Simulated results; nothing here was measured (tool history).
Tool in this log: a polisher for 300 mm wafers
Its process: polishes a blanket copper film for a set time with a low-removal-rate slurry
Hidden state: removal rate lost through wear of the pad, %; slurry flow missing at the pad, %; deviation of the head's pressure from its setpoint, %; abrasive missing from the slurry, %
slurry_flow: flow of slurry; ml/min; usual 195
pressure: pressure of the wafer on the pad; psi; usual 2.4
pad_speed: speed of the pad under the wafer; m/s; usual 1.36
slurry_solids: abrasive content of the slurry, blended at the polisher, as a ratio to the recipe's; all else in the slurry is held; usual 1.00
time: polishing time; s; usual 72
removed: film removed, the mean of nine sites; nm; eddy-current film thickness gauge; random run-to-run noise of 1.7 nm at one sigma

run	hour	slurry_flow	pressure	pad_speed	slurry_solids	time	wafers since the last listed run	wafers polished on this pad	hours since the slurry nozzle was cleaned	hours since the head pressure was calibrated	hours since the slurry blender was calibrated	incoming thickness of the incoming film, nm	removed
1	0.0	195	2.4	1.36	1.10	72	0	394	275.2	374.7	202.9	1360.4	271.2
2	10.8	195	2.4	1.36	1.10	72	74	468	286.0	385.5	213.7	1340.7	267.8
3	17.9	195	2.4	1.36	1.00	72	49	517	293.1	392.6	220.8	1342.3	261.9
# hour 28.5: worn pad replaced by a new one
4	33.2	240	2.4	1.36	1.00	72	78	32	308.4	407.9	236.1	1343.4	264.5
5	43.3	240	2.4	1.36	1.00	72	69	101	318.5	418.0	246.2	1363.2	263.1
# hour 55.7: head pressure recalibrated
# hour 66.1: slurry blender recalibrated
6	75.0	195	2.4	1.36	0.85	66	191	293	350.2	19.3	8.9	1369.6	232.9
7	86.5	195	2.4	1.36	0.85	66	79	373	361.7	30.8	20.4	1344.2	228.5
8	92.7	195	2.4	1.36	1.00	72	42	415	367.9	37.0	26.6	1363.0	268.0
# hour 104.3: slurry nozzle cleaned
9	105.5	195	2.4	1.36	1.00	72	81	497	1.2	49.8	39.4	1337.9	263.0
10	113.0	195	2.4	1.36	1.00	72	51	549	8.7	57.3	46.9	1373.9	265.4
# hour 119.4: worn pad replaced by a new one
11	129.2	195	2.4	1.64	1.00	72	84	67	24.9	73.5	63.1	1340.7	298.7
12	136.1	195	2.4	1.64	1.00	72	47	115	31.8	80.4	70.0	1355.2	297.7
13	152.8	195	2.4	1.36	1.00	72	115	230	48.5	97.1	86.7	1356.6	263.7
14	159.0	195	3.0	1.02	1.00	72	42	273	54.7	103.3	92.9	1367.7	258.8
15	170.7	195	2.4	1.36	0.75	50	80	354	66.4	115.0	104.6	1346.8	165.8
16	186.0	195	2.4	1.36	1.00	72	105	460	81.7	130.3	119.9	1361.0	266.9
17	203.7	195	2.4	1.36	1.00	72	122	582	99.4	148.0	137.6	1327.3	266.2
# hour 209.3: worn pad replaced by a new one
18	212.3	195	2.4	1.18	1.00	72	31	20	108.0	156.6	146.2	1357.7	244.5
19	223.1	240	2.4	1.36	0.85	50	74	95	118.8	167.4	157.0	1354.9	175.5
20	230.1	195	2.4	1.36	0.80	72	48	143	125.8	174.4	164.0	1344.8	241.0
21	244.4	260	2.4	1.78	0.70	79	98	242	140.1	188.7	178.3	1336.7	309.9
22	254.1	245	2.4	1.16	1.00	72	67	309	149.8	198.4	188.0	1341.9	243.5
23	296.7	160	2.4	1.36	0.85	72	294	604	192.4	241.0	230.6	1345.2	234.4
# hour 311.5: worn pad replaced by a new one
24	312.0	195	2.4	1.80	1.00	72	78	3	207.7	256.3	245.9	1351.7	307.3
25	323.9	195	2.4	1.36	1.00	72	82	85	219.6	268.2	257.8	1354.7	255.9
26	330.9	195	2.4	1.36	1.00	72	48	134	226.6	275.2	264.8	1358.6	255.8
27	348.7	195	2.4	0.96	1.00	72	123	257	244.4	293.0	282.6	1370.5	210.2
28	355.0	195	2.4	1.36	1.00	72	43	300	250.7	299.3	288.9	1363.1	254.2
29	364.9	195	1.7	1.36	1.25	72	68	369	260.6	309.2	298.8	1357.7	222.5
30	376.2	195	2.4	1.00	1.00	93	78	447	271.9	320.5	310.1	1352.2	271.3
# hour 380.0: slurry blender recalibrated
31	384.6	195	2.4	1.36	1.00	72	44	491	280.3	328.9	4.6	1363.1	264.0

Predict each of these 3 candidate next runs independently; none follows another, all start after run 31:
A	385.0	195	2.4	1.36	1.00	72	2	494	280.7	329.3	5.0	1370.5	?
B	385.0	195	2.4	1.36	1.00	57	2	494	280.7	329.3	5.0	1370.5	?
C	385.0	195	1.9	1.50	1.00	72	2	494	280.7	329.3	5.0	1370.5	?

run	removed
A	267.1
B	211.4
C	248.1
The same runs, with their run-to-run variation unchanged, on a tool lacking any hidden condition would have given:
run	removed
A	269.0
B	212.9
C	249.9
